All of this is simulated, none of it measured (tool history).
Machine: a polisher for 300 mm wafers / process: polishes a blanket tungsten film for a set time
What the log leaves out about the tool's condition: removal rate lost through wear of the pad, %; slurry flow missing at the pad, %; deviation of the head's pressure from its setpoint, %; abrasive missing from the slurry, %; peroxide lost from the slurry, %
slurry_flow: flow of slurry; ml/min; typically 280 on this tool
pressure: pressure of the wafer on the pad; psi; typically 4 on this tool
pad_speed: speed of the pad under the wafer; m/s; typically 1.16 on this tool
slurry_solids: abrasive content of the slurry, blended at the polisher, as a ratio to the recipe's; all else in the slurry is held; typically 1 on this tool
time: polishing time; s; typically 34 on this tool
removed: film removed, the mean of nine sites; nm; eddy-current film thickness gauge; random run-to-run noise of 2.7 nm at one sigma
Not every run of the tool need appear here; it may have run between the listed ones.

| run | hour | slurry_flow | pressure | pad_speed | slurry_solids | time | wafers since the last listed run | wafers polished on this pad | hours since the slurry nozzle was cleaned | hours since the head pressure was calibrated | hours since the slurry blender was calibrated | hours since the slurry got fresh peroxide | incoming thickness of the incoming film, nm | removed |
|---|---|---|---|---|---|---|---|---|---|---|---|---|---|---|
| 1 | 0 | 280 | 4 | 1.16 | 1 | 34 | 0 | 301 | 216.6 | 469.7 | 102.9 | 80.2 | 1211.2 | 238 |
| 2 | 38 | 280 | 4 | 1.16 | 1 | 34 | 418 | 719 | 254.6 | 507.7 | 140.9 | 118.2 | 1225 | 233.4 |
| 3 | 63.7 | 280 | 4 | 1.16 | 1 | 34 | 282 | 1002 | 280.3 | 533.4 | 166.6 | 143.9 | 1213 | 234.2 |
| 4 | 102.3 | 280 | 4 | 1.16 | 1 | 40 | 424 | 1427 | 318.9 | 572 | 205.2 | 182.5 | 1233.6 | 270.6 |
| 5 | 151 | 280 | 4 | 1.16 | 1 | 40 | 536 | 1964 | 367.6 | 620.7 | 253.9 | 231.2 | 1223 | 271.2 |
|  | 202 | slurry blender recalibrated |
| 6 | 208 | 280 | 4 | 1.24 | 1 | 34 | 605 | 2569 | 424.6 | 677.7 | 6 | 288.2 | 1215.7 | 245.1 |
| 7 | 263.3 | 280 | 4 | 1.24 | 1 | 34 | 608 | 3178 | 479.9 | 733 | 61.3 | 343.5 | 1220.2 | 241.6 |
|  | 276.5 | slurry tank refilled with fresh slurry and peroxide |
|  | 305.1 | worn pad replaced by a new one |
| 8 | 326.8 | 280 | 4 | 1.24 | 1 | 34 | 644 | 238 | 543.4 | 796.5 | 124.8 | 50.3 | 1194.2 | 237.8 |
|  | 401 | slurry nozzle cleaned |
| 9 | 474.9 | 245 | 4 | 1.16 | 1 | 34 | 1619 | 1857 | 73.9 | 944.6 | 272.9 | 198.4 | 1216.7 | 228.5 |
|  | 512.8 | slurry blender recalibrated |
| 10 | 515.4 | 280 | 4 | 1.16 | 1 | 34 | 423 | 2281 | 114.4 | 985.1 | 2.6 | 238.9 | 1200.1 | 236 |
|  | 543.6 | head pressure recalibrated |
| 11 | 544.1 | 245 | 4 | 1.16 | 1 | 34 | 293 | 2575 | 143.1 | 0.5 | 31.3 | 267.6 | 1196.4 | 231.3 |
| 12 | 572.3 | 350 | 4.7 | 1.16 | 0.7 | 29 | 310 | 2886 | 171.3 | 28.7 | 59.5 | 295.8 | 1225.1 | 209.7 |
|  | 619.3 | worn pad replaced by a new one |
|  | 685.9 | slurry tank refilled with fresh slurry and peroxide |
| 13 | 757.9 | 280 | 4 | 1.02 | 1 | 34 | 1988 | 1515 | 356.9 | 214.3 | 245.1 | 72 | 1215.4 | 206.3 |
| 14 | 813.7 | 350 | 4 | 1.4 | 1 | 34 | 614 | 2129 | 412.7 | 270.1 | 300.9 | 127.8 | 1209.2 | 286.1 |
| 15 | 873.5 | 280 | 2.9 | 1.16 | 1 | 42 | 658 | 2787 | 472.5 | 329.9 | 360.7 | 187.6 | 1204.7 | 204.2 |
|  | 917.5 | slurry blender recalibrated |
|  | 941.6 | worn pad replaced by a new one |
| 16 | 942.1 | 280 | 4 | 1.16 | 1 | 34 | 689 | 5 | 541.1 | 398.5 | 24.6 | 256.2 | 1187.4 | 227.9 |
| 17 | 975.3 | 280 | 4 | 1.3 | 1 | 34 | 365 | 371 | 574.3 | 431.7 | 57.8 | 289.4 | 1196.3 | 252.5 |
|  | 1021.2 | slurry tank refilled with fresh slurry and peroxide |
| 18 | 1023.9 | 280 | 4 | 1.16 | 1 | 34 | 524 | 895 | 622.9 | 480.3 | 106.4 | 2.7 | 1212.6 | 228.3 |
|  | 1047.4 | slurry nozzle cleaned |
| 19 | 1070.6 | 180 | 4 | 1.16 | 1 | 34 | 503 | 1398 | 23.2 | 527 | 153.1 | 49.4 | 1205.3 | 217.1 |
| 20 | 1135.2 | 220 | 5.3 | 1.16 | 1.2 | 38 | 711 | 2109 | 87.8 | 591.6 | 217.7 | 114 | 1232.7 | 355.5 |
| 21 | 1179 | 280 | 4 | 1.16 | 1 | 34 | 482 | 2592 | 131.6 | 635.4 | 261.5 | 157.8 | 1214.5 | 239.1 |
| 22 | 1215 | 280 | 3.6 | 0.76 | 1.25 | 34 | 396 | 2988 | 167.6 | 671.4 | 297.5 | 193.8 | 1214 | 151.8 |
|  | 1228.3 | slurry blender recalibrated |
| 23 | 1241.4 | 235 | 4.5 | 1.16 | 1.15 | 34 | 268 | 3257 | 194 | 697.8 | 13.1 | 220.2 | 1205.1 | 272.2 |
| 24 | 1285.6 | 280 | 4 | 1.16 | 1 | 39 | 486 | 3743 | 238.2 | 742 | 57.3 | 264.4 | 1205.6 | 267.3 |
|  | 1304.5 | worn pad replaced by a new one |
| 25 | 1339.9 | 280 | 5.2 | 1.16 | 1.2 | 29 | 553 | 389 | 292.5 | 796.3 | 111.6 | 318.7 | 1199.2 | 274.5 |
|  | 1363.9 | slurry tank refilled with fresh slurry and peroxide |
| 26 | 1388.4 | 280 | 4 | 1.16 | 1 | 34 | 522 | 912 | 341 | 844.8 | 160.1 | 24.5 | 1214.8 | 233.8 |
| 27 | 1420.1 | 280 | 4 | 1.16 | 1 | 34 | 349 | 1261 | 372.7 | 876.5 | 191.8 | 56.2 | 1200.6 | 230.8 |

Below are 3 alternative next runs, each starting from the tool's condition after run 27. Predict each:
| A | 1420.5 | 380 | 4 | 1.16 | 1 | 34 | 4 | 1266 | 373.1 | 876.9 | 192.2 | 56.6 | 1229.2 | ? |
| B | 1420.5 | 225 | 5.3 | 1.46 | 1 | 34 | 4 | 1266 | 373.1 | 876.9 | 192.2 | 56.6 | 1229.2 | ? |
| C | 1420.5 | 280 | 5.2 | 1.16 | 1 | 31 | 4 | 1266 | 373.1 | 876.9 | 192.2 | 56.6 | 1229.2 | ? |

| run | removed |
|---|---|
| A | 238.3 |
| B | 375.4 |
| C | 274.2 |
Stripped of hidden state, with their random variation kept, the same runs would have yielded:
| run | removed |
|---|---|
| A | 241 |
| B | 382.4 |
| C | 278.4 |

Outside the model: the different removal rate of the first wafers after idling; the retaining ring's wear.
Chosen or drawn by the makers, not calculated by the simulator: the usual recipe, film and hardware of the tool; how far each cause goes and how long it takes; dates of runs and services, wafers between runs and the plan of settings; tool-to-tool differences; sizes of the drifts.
